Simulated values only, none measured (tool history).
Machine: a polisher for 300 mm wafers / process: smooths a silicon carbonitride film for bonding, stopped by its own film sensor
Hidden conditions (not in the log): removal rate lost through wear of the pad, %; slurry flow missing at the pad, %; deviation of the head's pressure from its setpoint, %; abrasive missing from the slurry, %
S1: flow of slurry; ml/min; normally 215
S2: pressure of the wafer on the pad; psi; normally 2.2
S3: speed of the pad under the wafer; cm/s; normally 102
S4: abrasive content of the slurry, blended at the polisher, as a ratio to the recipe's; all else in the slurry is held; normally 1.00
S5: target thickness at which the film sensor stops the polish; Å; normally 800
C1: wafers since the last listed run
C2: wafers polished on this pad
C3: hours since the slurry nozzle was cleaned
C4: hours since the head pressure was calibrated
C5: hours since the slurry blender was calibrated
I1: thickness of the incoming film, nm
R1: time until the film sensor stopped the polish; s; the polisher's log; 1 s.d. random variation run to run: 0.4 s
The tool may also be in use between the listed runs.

run	day	S1	S2	S3	S4	S5	C1	C2	C3	C4	C5	I1	R1
1	0.000	215	2.2	86	1.00	800	0	70	452.4	1422.7	167.5	88.7	30.4
2	0.604	215	2.2	102	1.00	820	221	291	466.9	1437.2	182.0	90.8	27.0
3	1.167	215	2.2	74	1.00	800	206	498	480.4	1450.7	195.5	90.4	42.4
4	1.788	215	2.2	74	1.00	800	227	725	495.3	1465.6	210.4	88.9	36.3
5	2.321	215	2.2	102	1.00	800	195	921	508.1	1478.4	223.2	90.6	33.7
6	3.208	215	2.2	102	1.00	800	325	1246	529.4	1499.7	244.5	90.1	32.0
# day 4.242: slurry nozzle cleaned
7	4.479	215	2.2	102	1.00	800	450	1697	5.7	1530.2	275.0	89.9	32.6
8	5.438	215	2.2	102	1.00	800	351	2049	28.7	1553.2	298.0	91.3	38.6
# day 6.242: worn pad replaced by a new one, of another model than before
9	6.458	215	2.2	102	1.00	800	313	79	53.2	1577.7	322.5	90.9	33.3
10	7.471	215	2.2	102	1.00	780	371	450	77.5	1602.0	346.8	89.0	33.4
11	8.046	215	2.2	102	1.00	780	210	661	91.3	1615.8	360.6	88.5	32.0
# day 8.567: head pressure recalibrated
12	9.096	215	2.2	102	1.00	780	354	1016	116.5	12.7	385.8	88.9	35.2
13	10.275	215	2.2	102	1.00	800	432	1448	144.8	41.0	414.1	89.2	29.6
14	11.067	215	2.2	84	1.00	800	290	1739	163.8	60.0	433.1	89.4	33.0
15	11.667	265	2.2	114	1.00	800	220	1959	178.2	74.4	447.5	90.8	32.9
# day 12.242: worn pad replaced by a new one
# day 13.125: slurry blender recalibrated
16	13.146	215	2.2	84	1.00	800	450	301	213.7	109.9	0.5	89.9	33.4
17	13.979	215	2.7	102	1.00	790	305	606	233.7	129.9	20.5	90.0	30.3
18	15.338	215	2.2	74	1.00	800	498	1105	266.3	162.5	53.1	88.3	30.6
19	16.100	165	2.4	70	1.10	800	279	1384	284.6	180.8	71.4	89.7	35.6
20	16.962	215	1.6	102	1.00	800	316	1701	305.3	201.5	92.1	90.6	42.1
21	17.908	255	2.2	124	1.00	820	346	2048	328.0	224.2	114.8	90.1	24.7
# day 18.096: worn pad replaced by a new one
22	18.683	215	2.2	102	0.75	800	223	215	346.6	242.8	133.4	90.0	35.6
23	19.725	215	2.9	102	1.00	770	382	597	371.6	267.8	158.4	90.5	35.1
24	21.146	140	2.2	90	1.30	820	521	1118	405.7	301.9	192.5	90.1	27.3
25	21.654	215	2.9	102	1.00	800	186	1304	417.9	314.1	204.7	89.5	25.7
26	22.500	215	2.2	102	1.00	770	310	1615	438.2	334.4	225.0	89.7	41.4
# day 22.762: slurry nozzle cleaned
# day 24.908: worn pad replaced by a new one
27	26.375	215	2.2	102	1.00	800	1345	537	86.7	427.4	318.0	91.1	34.0
28	27.296	215	2.2	102	1.20	800	337	875	108.8	449.5	340.1	90.2	29.3
29	28.050	215	2.8	120	0.85	800	276	1152	126.9	467.6	358.2	89.8	27.7
# day 31.254: worn pad replaced by a new one
30	31.425	215	2.2	102	1.00	800	1176	62	207.9	548.6	439.2	91.8	36.2

Predict each of these 4 candidate next runs independently; none follows another, all start after run 30:
A	31.442	215	2.2	102	0.85	800	6	68	208.3	549.0	439.6	89.2	?
B	31.442	195	2.2	102	1.20	800	6	68	208.3	549.0	439.6	89.2	?
C	31.442	215	1.6	102	0.80	800	6	68	208.3	549.0	439.6	89.2	?
D	31.442	215	2.2	102	1.00	790	6	68	208.3	549.0	439.6	89.2	?

run	R1
A	31.1
B	26.7
C	38.2
D	31.7
Take away the tool's hidden state, keep each run's random variation, and the runs would have read:
run	R1
A	30.7
B	26.3
C	37.6
D	31.2
